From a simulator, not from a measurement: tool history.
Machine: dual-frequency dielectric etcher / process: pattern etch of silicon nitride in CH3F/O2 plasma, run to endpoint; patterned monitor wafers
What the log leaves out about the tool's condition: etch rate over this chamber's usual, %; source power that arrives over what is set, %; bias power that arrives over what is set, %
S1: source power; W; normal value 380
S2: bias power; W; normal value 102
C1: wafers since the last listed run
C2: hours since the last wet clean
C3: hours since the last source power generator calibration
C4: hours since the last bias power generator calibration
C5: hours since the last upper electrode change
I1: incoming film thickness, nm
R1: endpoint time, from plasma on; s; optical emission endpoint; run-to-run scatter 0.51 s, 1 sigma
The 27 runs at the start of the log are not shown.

{"run": 28, "day": 13.012, "S1": 300, "S2": 116, "C1": 104, "C2": 85.2, "C3": 182, "C4": 132, "C5": 100.8, "I1": 65.6, "R1": 69}
{"run": 29, "day": 13.725, "S1": 440, "S2": 115, "C1": 160, "C2": 102.3, "C3": 199.1, "C4": 149.1, "C5": 117.9, "I1": 66.4, "R1": 64.3}
{"run": 30, "day": 14.325, "S1": 290, "S2": 127, "C1": 135, "C2": 116.7, "C3": 213.5, "C4": 163.5, "C5": 132.3, "I1": 65.9, "R1": 67.7}
{"run": 31, "day": 14.821, "S1": 380, "S2": 120, "C1": 111, "C2": 128.6, "C3": 225.4, "C4": 175.4, "C5": 144.2, "I1": 65.8, "R1": 65.1}
{"run": 32, "day": 15.233, "S1": 380, "S2": 102, "C1": 93, "C2": 138.5, "C3": 235.3, "C4": 185.3, "C5": 154.1, "I1": 65.8, "R1": 70.9}
{"run": 33, "day": 15.492, "S1": 470, "S2": 128, "C1": 58, "C2": 144.7, "C3": 241.5, "C4": 191.5, "C5": 160.3, "I1": 66, "R1": 59.8}
{"run": 34, "day": 16.204, "S1": 380, "S2": 102, "C1": 160, "C2": 161.8, "C3": 258.6, "C4": 208.6, "C5": 177.4, "I1": 65.7, "R1": 71.8}
{"run": 35, "day": 16.496, "S1": 380, "S2": 102, "C1": 65, "C2": 168.8, "C3": 265.6, "C4": 215.6, "C5": 184.4, "I1": 65.7, "R1": 71.3}
{"run": 36, "day": 17.129, "S1": 300, "S2": 87, "C1": 143, "C2": 184, "C3": 280.8, "C4": 230.8, "C5": 199.6, "I1": 65.5, "R1": 81}

Forecast each of these 3 alternatives for the next run:
{"run": "A", "day": 17.15, "S1": 380, "S2": 102, "C1": 4, "C2": 184.5, "C3": 281.3, "C4": 231.3, "C5": 200.1, "I1": 66.4, "R1": "?"}
{"run": "B", "day": 17.15, "S1": 350, "S2": 127, "C1": 4, "C2": 184.5, "C3": 281.3, "C4": 231.3, "C5": 200.1, "I1": 66.4, "R1": "?"}
{"run": "C", "day": 17.15, "S1": 420, "S2": 86, "C1": 4, "C2": 184.5, "C3": 281.3, "C4": 231.3, "C5": 200.1, "I1": 66.4, "R1": "?"}

run=A R1=71.6
run=B R1=65
run=C R1=76.5
Without the tool's unlogged condition, the same runs would have read:
run=A R1=69.8
run=B R1=63.5
run=C R1=74.6

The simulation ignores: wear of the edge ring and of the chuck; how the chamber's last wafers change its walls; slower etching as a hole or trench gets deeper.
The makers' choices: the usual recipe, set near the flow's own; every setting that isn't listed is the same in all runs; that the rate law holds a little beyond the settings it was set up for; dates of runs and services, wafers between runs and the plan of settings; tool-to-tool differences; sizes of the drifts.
